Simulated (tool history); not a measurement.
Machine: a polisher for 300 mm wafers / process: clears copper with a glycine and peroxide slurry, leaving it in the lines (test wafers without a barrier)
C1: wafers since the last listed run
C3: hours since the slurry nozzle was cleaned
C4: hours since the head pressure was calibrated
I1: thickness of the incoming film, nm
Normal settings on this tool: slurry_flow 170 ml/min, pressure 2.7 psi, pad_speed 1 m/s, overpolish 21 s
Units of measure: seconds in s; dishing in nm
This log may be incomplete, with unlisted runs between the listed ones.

{"run": 1, "hour": 0.0, "slurry_flow": 170, "pressure": 2.7, "pad_speed": 1, "overpolish": 21, "C1": 0, "wafers polished on this pad": 1069, "C3": 206.9, "C4": 103.7, "I1": 578.4, "seconds": 153.1, "dishing": 60.6}
{"hour": 29.4, "done": "worn pad replaced by a new one"}
{"run": 2, "hour": 30.6, "slurry_flow": 170, "pressure": 2.7, "pad_speed": 1.2, "overpolish": 21, "C1": 106, "wafers polished on this pad": 4, "C3": 237.5, "C4": 134.3, "I1": 579.8, "seconds": 121.9, "dishing": 69.3}
{"run": 3, "hour": 68.0, "slurry_flow": 170, "pressure": 2.7, "pad_speed": 1.2, "overpolish": 21, "C1": 150, "wafers polished on this pad": 155, "C3": 274.9, "C4": 171.7, "I1": 574.2, "seconds": 119.2, "dishing": 69.5}
{"run": 4, "hour": 105.9, "slurry_flow": 170, "pressure": 2.7, "pad_speed": 1, "overpolish": 21, "C1": 152, "wafers polished on this pad": 307, "C3": 312.8, "C4": 209.6, "I1": 577.2, "seconds": 142.3, "dishing": 64.5}
{"run": 5, "hour": 162.2, "slurry_flow": 170, "pressure": 2.7, "pad_speed": 1, "overpolish": 21, "C1": 226, "wafers polished on this pad": 533, "C3": 369.1, "C4": 265.9, "I1": 574.4, "seconds": 140.3, "dishing": 63.6}
{"run": 6, "hour": 211.7, "slurry_flow": 170, "pressure": 2.7, "pad_speed": 1, "overpolish": 26, "C1": 198, "wafers polished on this pad": 732, "C3": 418.6, "C4": 315.4, "I1": 579.8, "seconds": 146.3, "dishing": 74.7}
{"hour": 228.3, "done": "head pressure recalibrated"}
{"hour": 265.3, "done": "worn pad replaced by a new one"}
{"run": 7, "hour": 270.7, "slurry_flow": 170, "pressure": 2.7, "pad_speed": 1, "overpolish": 26, "C1": 213, "wafers polished on this pad": 21, "C3": 477.6, "C4": 42.4, "I1": 573, "seconds": 130.2, "dishing": 75.8}
{"run": 8, "hour": 305.8, "slurry_flow": 170, "pressure": 2.7, "pad_speed": 1, "overpolish": 21, "C1": 141, "wafers polished on this pad": 162, "C3": 512.7, "C4": 77.5, "I1": 570.5, "seconds": 131, "dishing": 64.8}
{"run": 9, "hour": 363.3, "slurry_flow": 170, "pressure": 2.7, "pad_speed": 1, "overpolish": 21, "C1": 231, "wafers polished on this pad": 394, "C3": 570.2, "C4": 135, "I1": 566.5, "seconds": 131.6, "dishing": 67.3}
{"run": 10, "hour": 393.1, "slurry_flow": 170, "pressure": 2.7, "pad_speed": 1, "overpolish": 21, "C1": 119, "wafers polished on this pad": 513, "C3": 600, "C4": 164.8, "I1": 574.3, "seconds": 132.8, "dishing": 64.5}
{"run": 11, "hour": 425.3, "slurry_flow": 170, "pressure": 2.7, "pad_speed": 1, "overpolish": 21, "C1": 129, "wafers polished on this pad": 643, "C3": 632.2, "C4": 197, "I1": 565.3, "seconds": 135.7, "dishing": 65}
{"run": 12, "hour": 454.4, "slurry_flow": 170, "pressure": 2.7, "pad_speed": 1, "overpolish": 21, "C1": 116, "wafers polished on this pad": 760, "C3": 661.3, "C4": 226.1, "I1": 583.9, "seconds": 147, "dishing": 65.3}
{"run": 13, "hour": 487.9, "slurry_flow": 170, "pressure": 2.2, "pad_speed": 0.72, "overpolish": 28, "C1": 134, "wafers polished on this pad": 894, "C3": 694.8, "C4": 259.6, "I1": 564.6, "seconds": 201.9, "dishing": 56}
{"run": 14, "hour": 523.6, "slurry_flow": 170, "pressure": 2.2, "pad_speed": 0.72, "overpolish": 28, "C1": 143, "wafers polished on this pad": 1038, "C3": 730.5, "C4": 295.3, "I1": 578.4, "seconds": 218.3, "dishing": 56.6}
{"run": 15, "hour": 558.7, "slurry_flow": 140, "pressure": 2.7, "pad_speed": 1, "overpolish": 28, "C1": 141, "wafers polished on this pad": 1179, "C3": 765.6, "C4": 330.4, "I1": 579.6, "seconds": 161.9, "dishing": 71.8}
{"hour": 560.5, "done": "slurry nozzle cleaned"}
{"hour": 580.5, "done": "head pressure recalibrated"}
{"hour": 580.9, "done": "worn pad replaced by a new one"}
{"run": 16, "hour": 590.1, "slurry_flow": 150, "pressure": 2.4, "pad_speed": 1.22, "overpolish": 21, "C1": 112, "wafers polished on this pad": 37, "C3": 29.6, "C4": 9.6, "I1": 575.4, "seconds": 127.7, "dishing": 69.6}
{"run": 17, "hour": 640.3, "slurry_flow": 200, "pressure": 2.7, "pad_speed": 1, "overpolish": 21, "C1": 201, "wafers polished on this pad": 238, "C3": 79.8, "C4": 59.8, "I1": 568.3, "seconds": 129.3, "dishing": 66.7}
{"run": 18, "hour": 669.8, "slurry_flow": 170, "pressure": 3, "pad_speed": 1.32, "overpolish": 9, "C1": 118, "wafers polished on this pad": 357, "C3": 109.3, "C4": 89.3, "I1": 570, "seconds": 100.2, "dishing": 38.7}
{"run": 19, "hour": 735.4, "slurry_flow": 170, "pressure": 2.7, "pad_speed": 1, "overpolish": 21, "C1": 263, "wafers polished on this pad": 621, "C3": 174.9, "C4": 154.9, "I1": 575.3, "seconds": 141.4, "dishing": 62.2}
{"hour": 832.8, "done": "worn pad replaced by a new one"}
{"run": 20, "hour": 877.6, "slurry_flow": 140, "pressure": 2.7, "pad_speed": 1.14, "overpolish": 8, "C1": 555, "wafers polished on this pad": 180, "C3": 317.1, "C4": 297.1, "I1": 572.1, "seconds": 129.9, "dishing": 27.7}
{"hour": 882.3, "done": "head pressure recalibrated"}
{"run": 21, "hour": 938.7, "slurry_flow": 170, "pressure": 2.7, "pad_speed": 0.72, "overpolish": 11, "C1": 237, "wafers polished on this pad": 417, "C3": 378.2, "C4": 56.4, "I1": 567.2, "seconds": 160.5, "dishing": 31}
{"run": 22, "hour": 989.2, "slurry_flow": 170, "pressure": 2.7, "pad_speed": 1, "overpolish": 21, "C1": 203, "wafers polished on this pad": 620, "C3": 428.7, "C4": 106.9, "I1": 571.3, "seconds": 137, "dishing": 62.5}

Run 23 comes next. What will it give?
{"run": 23, "hour": 1054.3, "slurry_flow": 205, "pressure": 3.2, "pad_speed": 0.7, "overpolish": 15, "C1": 261, "wafers polished on this pad": 882, "C3": 493.8, "C4": 172, "I1": 582.3, "seconds": "?", "dishing": "?"}

seconds: 162.1 s
dishing: 44.6 nm
Minus the tool's unlogged condition, the same run would have read seconds 140.2 s, dishing 50.9 nm.
